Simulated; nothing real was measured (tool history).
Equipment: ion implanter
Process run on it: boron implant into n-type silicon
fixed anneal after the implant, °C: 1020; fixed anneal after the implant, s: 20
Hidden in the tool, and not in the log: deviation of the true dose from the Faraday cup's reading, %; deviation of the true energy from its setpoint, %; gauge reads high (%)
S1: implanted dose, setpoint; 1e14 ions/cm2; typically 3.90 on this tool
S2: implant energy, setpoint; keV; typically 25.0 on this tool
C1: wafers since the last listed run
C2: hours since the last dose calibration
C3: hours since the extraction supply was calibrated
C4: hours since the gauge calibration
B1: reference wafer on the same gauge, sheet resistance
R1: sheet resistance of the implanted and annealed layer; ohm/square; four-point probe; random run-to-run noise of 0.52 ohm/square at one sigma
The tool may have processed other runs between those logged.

{"run": 1, "day": 0.0, "S1": 3.9, "S2": 25.0, "C1": 0, "C2": 761.6, "C3": 6206.6, "C4": 10.6, "B1": 220.14, "R1": 261.16}
{"run": 2, "day": 1.8, "S1": 3.9, "S2": 25.0, "C1": 575, "C2": 804.8, "C3": 6249.8, "C4": 53.8, "B1": 219.86, "R1": 260.15}
{"run": 3, "day": 3.262, "S1": 3.9, "S2": 25.0, "C1": 467, "C2": 839.9, "C3": 6284.9, "C4": 88.9, "B1": 219.82, "R1": 262.11}
{"run": 4, "day": 5.767, "S1": 3.9, "S2": 25.0, "C1": 800, "C2": 900.0, "C3": 6345.0, "C4": 149.0, "B1": 219.71, "R1": 260.92}
{"run": 5, "day": 7.383, "S1": 3.9, "S2": 25.0, "C1": 516, "C2": 938.8, "C3": 6383.8, "C4": 187.8, "B1": 220.11, "R1": 262.06}
{"run": 6, "day": 9.354, "S1": 3.9, "S2": 20.5, "C1": 629, "C2": 986.1, "C3": 6431.1, "C4": 235.1, "B1": 220.06, "R1": 267.79}
{"run": 7, "day": 11.121, "S1": 3.9, "S2": 20.5, "C1": 564, "C2": 1028.5, "C3": 6473.5, "C4": 277.5, "B1": 219.93, "R1": 268.4}
{"day": 11.546, "done": "extraction supply calibrated"}
{"run": 8, "day": 13.308, "S1": 4.63, "S2": 19.0, "C1": 592, "C2": 1081.0, "C3": 42.3, "C4": 330.0, "B1": 219.98, "R1": 235.45}
{"run": 9, "day": 15.288, "S1": 3.18, "S2": 29.5, "C1": 632, "C2": 1128.5, "C3": 89.8, "C4": 377.5, "B1": 219.84, "R1": 302.85}
{"day": 17.138, "done": "gauge calibrated"}
{"run": 10, "day": 17.404, "S1": 3.9, "S2": 25.0, "C1": 676, "C2": 1179.3, "C3": 140.6, "C4": 6.4, "B1": 219.89, "R1": 262.58}
{"run": 11, "day": 19.608, "S1": 4.25, "S2": 19.0, "C1": 704, "C2": 1232.2, "C3": 193.5, "C4": 59.3, "B1": 220.16, "R1": 251.69}
{"day": 21.762, "done": "Faraday cup replaced and dose calibrated"}
{"run": 12, "day": 21.783, "S1": 3.9, "S2": 25.0, "C1": 588, "C2": 0.5, "C3": 245.7, "C4": 111.5, "B1": 220.25, "R1": 253.48}
{"run": 13, "day": 23.667, "S1": 4.34, "S2": 23.0, "C1": 601, "C2": 45.7, "C3": 290.9, "C4": 156.7, "B1": 220.08, "R1": 235.16}
{"run": 14, "day": 25.342, "S1": 3.9, "S2": 25.0, "C1": 535, "C2": 85.9, "C3": 331.1, "C4": 196.9, "B1": 220.1, "R1": 253.92}
{"run": 15, "day": 27.362, "S1": 2.99, "S2": 25.0, "C1": 645, "C2": 134.4, "C3": 379.6, "C4": 245.4, "B1": 219.83, "R1": 317.73}
{"run": 16, "day": 28.862, "S1": 3.12, "S2": 28.0, "C1": 479, "C2": 170.4, "C3": 415.6, "C4": 281.4, "B1": 219.91, "R1": 302.76}

Exercise: give the hidden state of the tool at every run:
deviation of the true energy from its setpoint, %: 0 on each run
gauge reads high (%): 0 on each run
H1: deviation of the true dose from the Faraday cup's reading, %
run=1 H1=-3.5
run=2 H1=-3.57
run=3 H1=-3.62
run=4 H1=-3.71
run=5 H1=-3.76
run=6 H1=-3.81
run=7 H1=-3.86
run=8 H1=-3.9
run=9 H1=-3.94
run=10 H1=-3.98
run=11 H1=-4.02
run=12 H1=0.194
run=13 H1=-0.207
run=14 H1=-0.531
run=15 H1=-0.887
run=16 H1=-1.13

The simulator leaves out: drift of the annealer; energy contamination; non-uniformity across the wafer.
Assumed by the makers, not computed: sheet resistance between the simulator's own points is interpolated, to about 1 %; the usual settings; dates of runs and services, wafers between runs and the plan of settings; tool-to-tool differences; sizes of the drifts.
